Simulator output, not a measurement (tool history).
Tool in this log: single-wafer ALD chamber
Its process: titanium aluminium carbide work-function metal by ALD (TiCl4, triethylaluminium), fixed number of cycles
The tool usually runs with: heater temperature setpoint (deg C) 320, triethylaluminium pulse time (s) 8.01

run	hour	heater temperature setpoint (deg C)	triethylaluminium pulse time (s)	wafers since the last listed run	hours since the last thermocouple change	hours since the last triethylaluminium bottle change	hours since the showerhead was replaced	hours since the gauge calibration	read-back reference wafer on the same gauge, thickness_nm	mean film thickness on the monitor wafer (angstrom)
1	0	320	8.01	0	640.5	861.4	1539.2	586.1	1.919	20.9
2	47.9	320	5.65	729	688.4	909.3	1587.1	634	1.923	18.9
3	126.9	320	5.65	1203	767.4	988.3	1666.1	713	1.922	18.81
4	213.1	320	8.01	1313	853.6	1074.5	1752.3	799.2	1.921	21.16
5	268	320	8.01	836	908.5	1129.4	1807.2	854.1	1.921	21.21
6	366.8	327	8.01	1505	1007.3	1228.2	1906	952.9	1.918	21.79
7	439.4	327	8.01	1106	1079.9	1300.8	1978.6	1025.5	1.92	21.79
# hour 451.1: thermocouple changed; heater temperature recalibrated
# hour 591.4: triethylaluminium bottle replaced
8	738.1	327	8.01	4307	287	146.7	2277.3	1324.2	1.921	21.53
9	840.5	320	8.95	1560	389.4	249.1	2379.7	1426.6	1.921	21.38
10	881.1	320	8.01	618	430	289.7	2420.3	1467.2	1.919	20.88
11	962.7	320	8.01	1243	511.6	371.3	2501.9	1548.8	1.921	20.87
12	1023.4	320	8.01	924	572.3	432	2562.6	1609.5	1.921	21.01
13	1085.6	320	7.12	947	634.5	494.2	2624.8	1671.7	1.918	20.4
14	1145.2	320	8.01	908	694.1	553.8	2684.4	1731.3	1.919	21.03
15	1186	320	8.01	621	734.9	594.6	2725.2	1772.1	1.921	20.9
16	1236.5	311	4.95	769	785.4	645.1	2775.7	1822.6	1.921	17.13
17	1272.5	308	6.55	548	821.4	681.1	2811.7	1858.6	1.921	19.14
# hour 1283.7: showerhead replaced
# hour 1353.8: gauge calibrated
18	1364.9	320	8.01	1285	913.8	773.5	81.2	11.1	1.923	21.15
19	1403.2	314	5.08	583	952.1	811.8	119.5	49.4	1.92	17.67
20	1482.7	320	8.01	1211	1031.6	891.3	199	128.9	1.919	21.27
# hour 1533.9: thermocouple changed; heater temperature recalibrated
21	1534.4	306	10.05	665	0.5	943	250.7	180.6	1.918	20.05
22	1618.7	320	8.01	1284	84.8	1027.3	335	264.9	1.92	20.6
23	1708.2	314	9.72	1363	174.3	1116.8	424.5	354.4	1.921	20.74
24	1744.4	315	6.16	551	210.5	1153	460.7	390.6	1.92	18.79
# hour 1813.6: triethylaluminium bottle replaced
25	1993	333	8.89	3665	459.1	179.4	709.3	639.2	1.921	22.29
26	2035.1	332	10.79	641	501.2	221.5	751.4	681.3	1.919	22.87
27	2130	320	8.01	1445	596.1	316.4	846.3	776.2	1.919	20.89
28	2170.1	331	6.11	610	636.2	356.5	886.4	816.3	1.918	20.28
29	2221	309	5.11	775	687.1	407.4	937.3	867.2	1.921	17.1
30	2294.8	328	9.96	1124	760.9	481.2	1011.1	941	1.922	22.39

What the log doesn't show, run by run:
triethylaluminium dose above that of a fresh bottle (%): 0 on each run
gauge reads high (%): 0 on each run
H1: wafer temperature above the value expected at the setpoint (K)
run	H1
1	4.61
2	4.88
3	5.33
4	5.82
5	6.13
6	6.69
7	7.1
8	2.06
9	2.64
10	2.87
11	3.33
12	3.68
13	4.03
14	4.37
15	4.6
16	4.89
17	5.1
18	5.62
19	5.84
20	6.29
21	-0.802
22	-0.323
23	0.186
24	0.392
25	1.8
26	2.04
27	2.58
28	2.81
29	3.1
30	3.52
